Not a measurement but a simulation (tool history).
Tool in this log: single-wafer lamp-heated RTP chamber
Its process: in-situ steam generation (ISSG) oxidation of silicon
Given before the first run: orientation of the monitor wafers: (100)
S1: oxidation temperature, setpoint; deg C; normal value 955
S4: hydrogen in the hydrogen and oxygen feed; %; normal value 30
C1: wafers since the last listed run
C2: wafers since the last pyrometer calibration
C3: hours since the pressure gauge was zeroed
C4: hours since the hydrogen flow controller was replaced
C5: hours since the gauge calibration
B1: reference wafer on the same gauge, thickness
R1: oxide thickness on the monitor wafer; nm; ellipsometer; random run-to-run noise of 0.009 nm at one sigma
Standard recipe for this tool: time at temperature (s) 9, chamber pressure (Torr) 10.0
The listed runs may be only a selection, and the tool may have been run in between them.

Run 1, hour 0.0: usual settings but S1 946 deg C; C1 0; C2 2254; C3 927.3; C4 1578.5; C5 70.9; B1 3.421. Result: R1 3.375 nm.
Run 2, hour 83.8: usual settings but S1 946 deg C; C1 709; C2 2963; C3 1011.1; C4 1662.3; C5 154.7; B1 3.417. Result: R1 3.370 nm.
Run 3, hour 179.1: usual settings; C1 806; C2 3769; C3 1106.4; C4 1757.6; C5 250.0; B1 3.415. Result: R1 3.454 nm.
Run 4, hour 224.1: usual settings; C1 380; C2 4150; C3 1151.4; C4 1802.6; C5 295.0; B1 3.418. Result: R1 3.466 nm.
Run 5, hour 295.3: usual settings; C1 602; C2 4753; C3 1222.6; C4 1873.8; C5 366.2; B1 3.423. Result: R1 3.473 nm.
At hour 477.2: pyrometer window cleaned and pyrometer calibrated.
Run 6, hour 477.7: usual settings; C1 1476; C2 3; C3 1405.0; C4 2056.2; C5 548.6; B1 3.420. Result: R1 3.419 nm.
Run 7, hour 524.5: usual settings but chamber pressure (Torr) 8.9; C1 396; C2 400; C3 1451.8; C4 2103.0; C5 595.4; B1 3.419. Result: R1 3.497 nm.
Run 8, hour 592.0: usual settings but chamber pressure (Torr) 8.9; C1 571; C2 971; C3 1519.3; C4 2170.5; C5 662.9; B1 3.420. Result: R1 3.493 nm.
Run 9, hour 629.7: usual settings; C1 319; C2 1290; C3 1557.0; C4 2208.2; C5 700.6; B1 3.416. Result: R1 3.413 nm.
Run 10, hour 666.8: usual settings but S4 32 %; C1 314; C2 1604; C3 1594.1; C4 2245.3; C5 737.7; B1 3.419. Result: R1 3.482 nm.
Run 11, hour 756.5: usual settings; C1 759; C2 2363; C3 1683.8; C4 2335.0; C5 827.4; B1 3.422. Result: R1 3.423 nm.
Run 12, hour 828.9: usual settings; C1 612; C2 2976; C3 1756.2; C4 2407.4; C5 899.8; B1 3.424. Result: R1 3.421 nm.
At hour 859.3: gauge calibrated.
Run 13, hour 908.2: usual settings but S1 967 deg C, time at temperature (s) 6, chamber pressure (Torr) 9.3; C1 671; C2 3647; C3 1835.5; C4 2486.7; C5 48.9; B1 3.419. Result: R1 3.111 nm.
Run 14, hour 985.8: usual settings; C1 656; C2 4304; C3 1913.1; C4 2564.3; C5 126.5; B1 3.421. Result: R1 3.448 nm.
Run 15, hour 1050.5: usual settings but S1 944 deg C, S4 32 %; C1 547; C2 4851; C3 1977.8; C4 2629.0; C5 191.2; B1 3.415. Result: R1 3.423 nm.
At hour 1065.8: hydrogen flow controller replaced.
At hour 1114.4: pyrometer window cleaned and pyrometer calibrated.
Run 16, hour 1120.5: usual settings but S1 946 deg C, S4 23 %; C1 457; C2 51; C3 2047.8; C4 54.7; C5 261.2; B1 3.419. Result: R1 3.148 nm.
Run 17, hour 1180.1: usual settings; C1 504; C2 556; C3 2107.4; C4 114.3; C5 320.8; B1 3.422. Result: R1 3.413 nm.
At hour 1328.2: pressure gauge zeroed.
Run 18, hour 1465.9: usual settings but S1 967 deg C, time at temperature (s) 11, chamber pressure (Torr) 10.2, S4 27 %; C1 2351; C2 2907; C3 137.7; C4 400.1; C5 606.6; B1 3.423. Result: R1 3.682 nm.
Run 19, hour 1511.6: usual settings but chamber pressure (Torr) 8.5, S4 21 %; C1 386; C2 3294; C3 183.4; C4 445.8; C5 652.3; B1 3.420. Result: R1 3.237 nm.
Run 20, hour 1589.4: usual settings but chamber pressure (Torr) 8.6; C1 658; C2 3952; C3 261.2; C4 523.6; C5 730.1; B1 3.417. Result: R1 3.561 nm.
Run 21, hour 1684.5: usual settings but time at temperature (s) 10; C1 804; C2 4757; C3 356.3; C4 618.7; C5 825.2; B1 3.421. Result: R1 3.613 nm.

What if the next run were any one of these 3? Each begins from the tool's condition after run 21:
Run A, hour 1684.9: usual settings; C1 3; C2 4761; C3 356.7; C4 619.1; C5 825.6; B1 ?. Result: R1 ?.
Run B, hour 1684.9: usual settings but S1 974 deg C; C1 3; C2 4761; C3 356.7; C4 619.1; C5 825.6; B1 ?. Result: R1 ?.
Run C, hour 1684.9: usual settings but time at temperature (s) 11, S4 32 %; C1 3; C2 4761; C3 356.7; C4 619.1; C5 825.6; B1 ?. Result: R1 ?.

run     B1     R1
  A  3.418  3.459
  B  3.418  3.625
  C  3.418  3.780
What these runs would have given with no unlogged condition in the tool:
run     R1
  A  3.409
  B  3.565
  C  3.721

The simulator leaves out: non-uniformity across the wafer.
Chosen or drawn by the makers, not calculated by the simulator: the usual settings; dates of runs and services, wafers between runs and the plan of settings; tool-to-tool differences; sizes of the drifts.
